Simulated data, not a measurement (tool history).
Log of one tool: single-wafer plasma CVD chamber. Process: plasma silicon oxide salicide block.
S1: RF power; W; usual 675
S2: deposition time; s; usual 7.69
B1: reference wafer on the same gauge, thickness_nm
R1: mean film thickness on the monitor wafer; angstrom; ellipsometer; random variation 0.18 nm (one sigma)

{"run": 1, "day": 0.0, "S1": 675, "S2": 8.67, "B1": 75.837, "R1": 887.66}
{"run": 2, "day": 1.85, "S1": 675, "S2": 8.67, "B1": 75.794, "R1": 886.16}
{"run": 3, "day": 4.717, "S1": 675, "S2": 8.67, "B1": 75.795, "R1": 883.9}
{"run": 4, "day": 8.646, "S1": 675, "S2": 7.69, "B1": 75.696, "R1": 784.99}
{"run": 5, "day": 10.875, "S1": 675, "S2": 7.69, "B1": 75.645, "R1": 784.82}
{"run": 6, "day": 13.696, "S1": 675, "S2": 7.69, "B1": 75.708, "R1": 783.42}
{"run": 7, "day": 22.688, "S1": 570, "S2": 7.69, "B1": 75.571, "R1": 717.78}
{"run": 8, "day": 25.812, "S1": 570, "S2": 7.69, "B1": 75.466, "R1": 718.47}
{"run": 9, "day": 28.142, "S1": 570, "S2": 7.69, "B1": 75.512, "R1": 718.16}
{"run": 10, "day": 32.229, "S1": 675, "S2": 7.69, "B1": 75.47, "R1": 779.28}
{"run": 11, "day": 36.508, "S1": 675, "S2": 7.69, "B1": 75.334, "R1": 777.61}
{"run": 12, "day": 40.783, "S1": 675, "S2": 7.69, "B1": 75.194, "R1": 781.12}
{"run": 13, "day": 44.929, "S1": 675, "S2": 7.69, "B1": 75.215, "R1": 775.57}
{"run": 14, "day": 49.004, "S1": 675, "S2": 7.69, "B1": 75.149, "R1": 778.34}
{"day": 51.442, "done": "gauge calibrated"}
{"run": 15, "day": 52.046, "S1": 745, "S2": 6.71, "B1": 76.048, "R1": 717.71}
{"run": 16, "day": 54.979, "S1": 630, "S2": 8.12, "B1": 75.948, "R1": 805.07}
{"run": 17, "day": 58.25, "S1": 765, "S2": 6.92, "B1": 75.964, "R1": 748.45}
{"run": 18, "day": 60.429, "S1": 675, "S2": 7.69, "B1": 75.985, "R1": 784.23}
{"run": 19, "day": 64.65, "S1": 805, "S2": 8.32, "B1": 75.929, "R1": 921.95}
{"run": 20, "day": 67.675, "S1": 570, "S2": 8.3, "B1": 75.932, "R1": 778.05}
{"run": 21, "day": 71.842, "S1": 675, "S2": 7.69, "B1": 75.965, "R1": 786.71}
{"run": 22, "day": 74.562, "S1": 585, "S2": 6.88, "B1": 75.893, "R1": 656.47}
{"day": 75.296, "done": "showerhead replaced"}
{"run": 23, "day": 78.521, "S1": 640, "S2": 7.69, "B1": 75.963, "R1": 764.11}
{"run": 24, "day": 80.646, "S1": 720, "S2": 8.79, "B1": 75.934, "R1": 925.45}
{"day": 82.354, "done": "RF generator calibrated"}
{"run": 25, "day": 83.988, "S1": 795, "S2": 7.69, "B1": 75.942, "R1": 845.52}
{"run": 26, "day": 93.329, "S1": 720, "S2": 8.79, "B1": 75.835, "R1": 928.13}
{"run": 27, "day": 97.588, "S1": 730, "S2": 6.69, "B1": 75.737, "R1": 710.54}
{"run": 28, "day": 99.833, "S1": 755, "S2": 8.33, "B1": 75.739, "R1": 897.17}
{"run": 29, "day": 103.904, "S1": 625, "S2": 8.52, "B1": 75.743, "R1": 835.12}
{"run": 30, "day": 107.462, "S1": 675, "S2": 7.69, "B1": 75.701, "R1": 784.15}
{"run": 31, "day": 111.6, "S1": 570, "S2": 7.69, "B1": 75.628, "R1": 719.61}

Hidden state or all else? Some run-to-run changes of R1, split into what the settings, what came in and random variation would give without the hidden state, and what is left for the hidden state (with any gauge scatter that isn't in both results):
The hidden state here: delivered RF power above the setpoint (%); gauge reads high (%).
Run 9 -> 10: S1 570 -> 675. R1 +61.12 angstrom: hidden state -1.07, all else +62.19.
Run 14 -> 15: S1 675 -> 745, S2 7.69 -> 6.71, gauge calibrated. R1 -60.63 angstrom: hidden state +8.9, all else -69.53.
Run 23 -> 24: S1 640 -> 720, S2 7.69 -> 8.79. R1 +161.34 angstrom: hidden state -0.33, all else +161.67.
Run 25 -> 26: S1 795 -> 720, S2 7.69 -> 8.79. R1 +82.61 angstrom: hidden state -0.96, all else +83.57.
Run 26 -> 27: S1 720 -> 730, S2 8.79 -> 6.69. R1 -217.59 angstrom: hidden state +0.19, all else -217.78.
Run 27 -> 28: S1 730 -> 755, S2 6.69 -> 8.33. R1 +186.63 angstrom: hidden state -0.79, all else +187.42.
